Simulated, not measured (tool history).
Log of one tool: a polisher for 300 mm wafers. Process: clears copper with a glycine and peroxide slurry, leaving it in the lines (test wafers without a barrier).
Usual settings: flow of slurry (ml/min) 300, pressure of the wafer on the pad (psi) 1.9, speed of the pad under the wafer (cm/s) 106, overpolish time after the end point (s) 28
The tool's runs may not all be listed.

run	day	flow of slurry (ml/min)	pressure of the wafer on the pad (psi)	speed of the pad under the wafer (cm/s)	overpolish time after the end point (s)	incoming thickness of the incoming film, nm	time until the end point was called (s)	dishing of a wide line in a test structure (Å)
1	0.000	300	1.9	82	28	348.4	97.7	611
2	0.804	300	1.9	82	28	348.6	94.7	620
3	1.421	300	1.9	130	28	349.1	67.6	773
4	2.358	300	1.9	106	28	351.5	79.4	727
# day 2.600: head pressure recalibrated
5	3.012	300	1.9	106	28	347.2	79.9	704
6	4.033	300	1.9	106	28	354.6	81.0	698
# day 4.896: worn pad replaced by a new one
7	4.925	300	1.9	106	28	350.0	81.4	689
8	5.996	300	1.9	106	28	350.6	83.2	686
9	7.325	300	1.9	106	28	352.4	81.8	683
10	8.138	300	1.9	106	28	347.8	81.1	666
11	9.888	300	1.9	106	28	353.8	83.6	675
# day 12.229: worn pad replaced by a new one, of another model than before
12	12.650	300	1.9	106	28	354.4	81.3	706
# day 13.075: slurry nozzle cleaned
13	13.758	300	1.6	124	28	355.0	76.6	680
14	14.767	300	1.6	124	28	348.8	76.9	711
15	16.204	300	1.9	106	28	342.9	78.4	680
16	17.342	300	1.9	106	28	357.0	80.0	679
17	17.908	355	1.9	96	28	352.4	82.0	713
18	19.329	300	1.9	106	28	351.8	81.2	714
# day 19.867: worn pad replaced by a new one
19	20.492	300	1.9	106	28	348.5	80.4	711
20	21.446	300	1.7	106	28	351.7	83.5	665
21	22.667	300	1.9	106	28	349.7	80.6	709
22	23.188	195	2.2	106	35	348.1	77.6	843
23	23.946	255	1.7	126	40	347.8	75.8	905
24	25.446	200	1.4	106	28	357.7	91.5	627
# day 26.008: worn pad replaced by a new one
# day 26.204: head pressure recalibrated
25	26.758	300	1.9	106	28	354.3	81.0	679
26	27.379	215	1.7	72	35	355.5	102.6	716
# day 28.229: slurry nozzle cleaned
27	28.762	255	2.2	106	28	354.1	76.2	715
28	29.262	390	1.9	106	13	351.4	76.3	404
29	30.312	300	1.9	106	44	343.7	77.7	910
30	31.408	345	1.9	106	28	343.9	78.5	703
31	32.254	380	1.9	106	33	349.8	78.6	790
# day 32.488: worn pad replaced by a new one
32	33.746	300	1.9	80	42	346.8	91.2	840

The tool's hidden state at each run:
removal rate lost through wear of the pad, %: 0 in every run
deviation of the head's pressure from its setpoint, %: 0 in every run
H1: slurry flow missing at the pad, %
run	H1
1	17.4
2	21.4
3	24
4	27.3
5	29.3
6	31.9
7	33.7
8	35.4
9	37.1
10	38
11	39.3
12	40.6
13	9.17
14	16.3
15	24.1
16	28.8
17	30.7
18	34.6
19	37
20	38.6
21	40.2
22	40.8
23	41.5
24	42.6
25	43.3
26	43.6
27	6
28	9.85
29	16.7
30	22.4
31	25.9
32	30.8
